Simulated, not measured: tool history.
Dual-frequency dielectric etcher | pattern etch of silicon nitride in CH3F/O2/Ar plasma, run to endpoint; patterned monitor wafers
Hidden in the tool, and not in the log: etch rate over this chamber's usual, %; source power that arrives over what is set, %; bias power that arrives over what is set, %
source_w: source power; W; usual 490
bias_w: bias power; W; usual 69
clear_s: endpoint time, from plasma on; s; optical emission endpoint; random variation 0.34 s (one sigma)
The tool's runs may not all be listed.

run,hour,source_w,bias_w,wafers since the last listed run,hours since the last wet clean,hours since the last source power generator calibration,hours since the last bias power generator calibration,hours since the last upper electrode change,"incoming incoming film thickness, nm",clear_s
1,0.0,490,69,0,414.3,2785.3,4907.5,3633.5,47.76,66.4
2,31.2,470,69,218,445.5,2816.5,4938.7,3664.7,47.75,67.5
3,52.2,490,69,146,466.5,2837.5,4959.7,3685.7,47.37,65.6
# hour 88.9: bias power generator calibrated
# hour 89.6: wet clean of the chamber
4,90.1,490,69,231,0.5,2875.4,1.2,3723.6,48.41,71.3
5,93.4,490,73,23,3.8,2878.7,4.5,3726.9,48.02,69.5
6,127.7,490,73,239,38.1,2913.0,38.8,3761.2,47.90,69.4
7,141.8,560,69,98,52.2,2927.1,52.9,3775.3,48.17,67.1
8,160.0,560,69,127,70.4,2945.3,71.1,3793.5,47.98,66.9
# hour 164.7: source power generator calibrated
9,182.3,560,69,127,92.7,17.6,93.4,3815.8,48.37,66.5
10,198.4,490,60,112,108.8,33.7,109.5,3831.9,47.67,71.2
11,231.1,490,69,228,141.5,66.4,142.2,3864.6,48.10,69.0
12,253.9,490,69,159,164.3,89.2,165.0,3887.4,48.35,70.1
13,317.2,410,69,442,227.6,152.5,228.3,3950.7,47.76,73.2
14,330.5,490,69,92,240.9,165.8,241.6,3964.0,48.13,69.0
# hour 365.9: upper electrode replaced
15,366.4,380,69,83,276.8,201.7,277.5,0.5,47.65,74.3
16,366.7,490,69,2,277.1,202.0,277.8,0.8,47.79,67.6
17,377.3,560,69,74,287.7,212.6,288.4,11.4,48.35,65.3
18,401.1,540,80,166,311.5,236.4,312.2,35.2,47.51,63.5
19,416.5,580,54,107,326.9,251.8,327.6,50.6,47.76,66.3
20,432.0,420,58,108,342.4,267.3,343.1,66.1,47.87,74.1
21,456.9,590,82,174,367.3,292.2,368.0,91.0,48.16,61.5
22,480.9,520,85,167,391.3,316.2,392.0,115.0,47.88,63.7
# hour 512.6: wet clean of the chamber
23,524.3,490,69,135,11.7,359.6,435.4,158.4,48.53,72.2
24,551.3,490,53,188,38.7,386.6,462.4,185.4,48.58,74.9
25,579.5,490,80,197,66.9,414.8,490.6,213.6,48.35,69.1
26,603.1,550,59,164,90.5,438.4,514.2,237.2,47.54,68.7
27,632.2,550,77,203,119.6,467.5,543.3,266.3,47.60,65.3
28,658.5,490,69,183,145.9,493.8,569.6,292.6,47.85,70.2
29,676.8,420,86,127,164.2,512.1,587.9,310.9,48.19,71.6
30,698.7,580,82,153,186.1,534.0,609.8,332.8,48.08,63.7
31,731.0,580,84,225,218.4,566.3,642.1,365.1,48.65,63.7
32,745.7,490,69,102,233.1,581.0,656.8,379.8,47.88,69.7
33,769.4,410,54,165,256.8,604.7,680.5,403.5,47.50,75.9
34,793.8,490,83,170,281.2,629.1,704.9,427.9,47.39,66.5

Some steps in clear_s between neighbouring runs. How much of each would the tool show without its hidden state too (settings, what came in, random variation), and how much is left for the hidden state, with any gauge scatter that isn't in both results?
Run 3 -> 4: bias power generator calibrated, wet clean of the chamber. clear_s +5.7 s: hidden state +3.8, all else +1.9.
Run 12 -> 13: source_w 490 -> 410. clear_s +3.1 s: hidden state -0.6, all else +3.7.
Run 20 -> 21: source_w 420 -> 590, bias_w 58 -> 82. clear_s -12.6 s: hidden state +0.3, all else -12.9.
Run 22 -> 23: source_w 520 -> 490, bias_w 85 -> 69, wet clean of the chamber. clear_s +8.5 s: hidden state +3.4, all else +5.1.
Run 33 -> 34: source_w 410 -> 490, bias_w 54 -> 83. clear_s -9.4 s: hidden state +0.0, all else -9.4.
